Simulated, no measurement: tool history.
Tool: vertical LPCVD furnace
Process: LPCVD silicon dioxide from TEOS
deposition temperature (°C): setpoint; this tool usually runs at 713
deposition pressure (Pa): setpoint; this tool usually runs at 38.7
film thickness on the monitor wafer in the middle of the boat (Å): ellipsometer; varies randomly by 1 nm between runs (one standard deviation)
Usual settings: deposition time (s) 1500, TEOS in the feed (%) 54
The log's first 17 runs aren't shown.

run,hour,deposition temperature (°C),deposition pressure (Pa),deposition time (s),TEOS in the feed (%),"read-back reference wafer on the same gauge, thickness",film thickness on the monitor wafer in the middle of the boat (Å)
18,413.4,713,38.7,2010,45,210.82,2524.6
19,429.0,718,46.0,1320,47,210.48,2079.0
20,446.6,713,30.0,1740,54,210.55,2116.2
# hour 457.5: gauge calibrated
21,473.0,713,38.7,1500,54,215.86,2106.7
22,489.6,717,42.0,1980,61,215.69,3395.6
23,504.6,721,42.7,1500,54,215.23,2658.1
24,530.9,723,32.7,1500,54,214.97,2413.9
25,556.3,721,42.7,1500,54,214.96,2642.3
26,591.1,713,38.7,1500,54,214.60,2114.6
27,609.2,724,43.3,1920,59,214.73,3797.4
28,626.5,723,48.0,1500,54,213.84,2921.4
29,653.2,713,38.7,1500,54,214.08,2125.0
30,684.7,707,38.7,1260,46,213.85,1419.9
31,705.8,702,29.3,1170,63,213.49,1200.5

Alternative continuations, all from the tool just after run 31; predict every row:
A,709.5,713,32.7,1500,54,?,?
B,709.5,713,35.3,1500,54,?,?
C,709.5,713,38.7,1350,46,?,?
D,709.5,713,38.7,1800,43,?,?

run,"read-back reference wafer on the same gauge, thickness",film thickness on the monitor wafer in the middle of the boat (Å)
A,213.64,1931.9
B,213.64,2009.2
C,213.64,1745.9
D,213.64,2250.7
Stripped of hidden state, with their random variation kept, the same runs would have yielded:
run,film thickness on the monitor wafer in the middle of the boat (Å)
A,1944.7
B,2022.5
C,1757.5
D,2265.6
